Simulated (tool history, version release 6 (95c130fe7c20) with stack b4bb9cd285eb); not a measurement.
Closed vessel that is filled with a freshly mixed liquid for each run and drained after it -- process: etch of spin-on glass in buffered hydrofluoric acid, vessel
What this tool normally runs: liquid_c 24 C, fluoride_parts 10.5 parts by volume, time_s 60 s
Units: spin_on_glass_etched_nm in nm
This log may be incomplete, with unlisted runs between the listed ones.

run   hour  liquid_c  fluoride_parts  time_s  read-back film thickness of the spin-on glass reference wafer, read on the same gauge (nm)  spin_on_glass_etched_nm
  1    0.0        24            13.0      75                                                                                      150.03                   189.18
  2   69.1        24            13.0      75                                                                                      149.99                   190.55
  3  129.2        24            10.5      60                                                                                      149.99                   189.66
  4  187.6        24            10.5      60                                                                                      149.97                   190.89
  5  225.9        24            10.5      60                                                                                      150.01                   192.73
  6  295.3        24             7.5      60                                                                                      149.97                   265.61
     296.8  -- hydrofluoric acid flow meter replaced
     314.7  -- gauge calibrated
  7  320.6        24            10.5      60                                                                                      150.04                   184.84
  8  349.9        24            10.5      60                                                                                      150.01                   186.20
  9  400.5        24            13.0      85                                                                                      149.96                   208.92
 10  438.1        24            10.5      60                                                                                      150.03                   186.44
 11  509.4        22            12.5      30                                                                                      149.99                    69.54
 12  552.2        20             9.5      75                                                                                      150.00                   205.81
 13  613.8        24             6.5      60                                                                                      150.01                   298.97
 14  684.4        24             7.0      30                                                                                      149.98                   137.85
     708.1  -- thermometer replaced
 15  753.2        24            10.5      60                                                                                      149.99                   192.90
     803.8  -- hydrofluoric acid flow meter replaced
 16  814.8        24            10.5      35                                                                                      149.98                   106.70
 17  876.9        24            13.5      60                                                                                      149.97                   143.53
 18  924.4        24            13.0      80                                                                                      149.99                   203.99
 19  984.9        24            13.0      80                                                                                      149.96                   203.76

Table of differences, measured result less the result of that run with no hidden state. Run-to-run variation is the same in both. Gauge scatter possibly is not:
What the log doesn't record here: liquid hotter than its thermometer reads (K); hydrofluoric acid flow above the setpoint (%); gauge reads high (%).
run  spin_on_glass_etched_nm
  1                    +4.93
  2                    +6.08
  3                    +6.96
  4                    +7.95
  5                    +8.61
  6                   +14.80
  7                    +0.80
  8                    +1.31
  9                    +2.41
 10                    +2.75
 11                    +1.46
 12                    +3.29
 13                    +7.94
 14                    +4.40
 15                    +7.99
 16                    +0.47
 17                    +1.44
 18                    +2.91
 19                    +3.97
